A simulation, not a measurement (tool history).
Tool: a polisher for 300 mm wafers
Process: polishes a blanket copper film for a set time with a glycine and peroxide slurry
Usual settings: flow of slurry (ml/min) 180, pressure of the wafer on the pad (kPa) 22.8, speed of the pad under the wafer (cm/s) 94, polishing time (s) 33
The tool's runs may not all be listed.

run	day	flow of slurry (ml/min)	pressure of the wafer on the pad (kPa)	speed of the pad under the wafer (cm/s)	polishing time (s)	incoming thickness of the incoming film, nm	film removed (angstrom)
1	0	180	22.8	94	33	1297.6	1733
2	2.996	180	22.8	94	33	1295.6	1744
3	5.179	180	22.8	94	33	1290.5	1725
# day 5.5: worn pad replaced by a new one
4	8.733	180	16.5	94	33	1277.5	1320
5	10.796	180	16.5	94	33	1296.3	1296
6	13.792	180	22.8	94	33	1287.4	1709
# day 15.392: worn pad replaced by a new one
7	16.292	180	22.8	94	33	1286.6	1701
# day 16.742: head pressure recalibrated
8	20.433	230	22.8	68	33	1290.4	1460
9	22.567	180	28.3	94	40	1314.5	2541
10	24.896	210	22.8	94	33	1304.2	1760
# day 25.258: worn pad replaced by a new one
# day 25.829: slurry nozzle cleaned
11	28.583	115	26.2	104	36	1297.7	2058
12	32.754	180	22.8	94	33	1293.7	1701
# day 33.212: worn pad replaced by a new one
13	35.033	205	22.8	94	33	1309.1	1707
14	39.508	180	22.8	94	33	1277.2	1687
# day 39.975: head pressure recalibrated
# day 42.304: worn pad replaced by a new one
15	43.121	135	14.5	94	37	1291.6	1282

The tool's hidden state at each run:
removal rate lost through wear of the pad, %: 0 in every run
slurry flow missing at the pad, %: 0 in every run
H1: deviation of the head's pressure from its setpoint, %
run	H1
1	-1.33
2	-1.87
3	-2.26
4	-2.89
5	-3.26
6	-3.79
7	-4.24
8	-1.35
9	-1.73
10	-2.15
11	-2.8
12	-3.55
13	-3.95
14	-4.75
15	-0.85

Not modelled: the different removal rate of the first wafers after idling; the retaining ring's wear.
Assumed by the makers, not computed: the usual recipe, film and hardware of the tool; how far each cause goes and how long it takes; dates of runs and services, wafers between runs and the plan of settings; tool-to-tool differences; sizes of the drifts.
